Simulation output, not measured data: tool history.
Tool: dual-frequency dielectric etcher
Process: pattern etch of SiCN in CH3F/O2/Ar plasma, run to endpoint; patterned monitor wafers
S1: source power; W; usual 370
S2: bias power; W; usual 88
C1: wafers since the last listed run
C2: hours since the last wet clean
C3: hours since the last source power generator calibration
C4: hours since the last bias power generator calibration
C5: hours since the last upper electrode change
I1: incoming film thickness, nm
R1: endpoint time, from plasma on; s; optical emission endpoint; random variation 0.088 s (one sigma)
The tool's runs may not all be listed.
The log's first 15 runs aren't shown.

run	day	S1	S2	C1	C2	C3	C4	C5	I1	R1
16	17.379	370	100	191	189.1	4012.7	4206.6	25.6	8.21	22.0
17	18.300	460	80	342	211.2	4034.8	4228.7	47.7	8.20	21.9
18	18.846	310	103	202	224.3	4047.9	4241.8	60.8	8.25	23.7
19	20.096	330	70	464	254.3	4077.9	4271.8	90.8	8.05	25.9
20	20.650	340	77	205	267.6	4091.2	4285.1	104.1	8.17	24.9
# day 21.412: source power generator calibrated
# day 21.838: bias power generator calibrated
21	21.858	450	109	325	296.6	10.7	0.5	133.1	8.26	19.5
22	22.400	400	108	201	309.6	23.7	13.5	146.1	8.19	20.3
23	23.283	290	72	328	330.8	44.9	34.7	167.3	8.15	27.2
24	24.512	440	94	456	360.3	74.4	64.2	196.8	8.18	20.5
25	25.638	430	105	417	387.3	101.4	91.2	223.8	8.29	20.0
# day 27.758: wet clean of the chamber
26	27.779	310	75	424	0.5	152.8	142.6	275.2	8.29	27.5

Forecast run 27:
27	28.171	430	105	145	9.9	162.2	152.0	284.6	8.10	?

{"run 27": {"R1": 20.5}}
Without the tool's hidden state the same run would have given R1 20.5 s.

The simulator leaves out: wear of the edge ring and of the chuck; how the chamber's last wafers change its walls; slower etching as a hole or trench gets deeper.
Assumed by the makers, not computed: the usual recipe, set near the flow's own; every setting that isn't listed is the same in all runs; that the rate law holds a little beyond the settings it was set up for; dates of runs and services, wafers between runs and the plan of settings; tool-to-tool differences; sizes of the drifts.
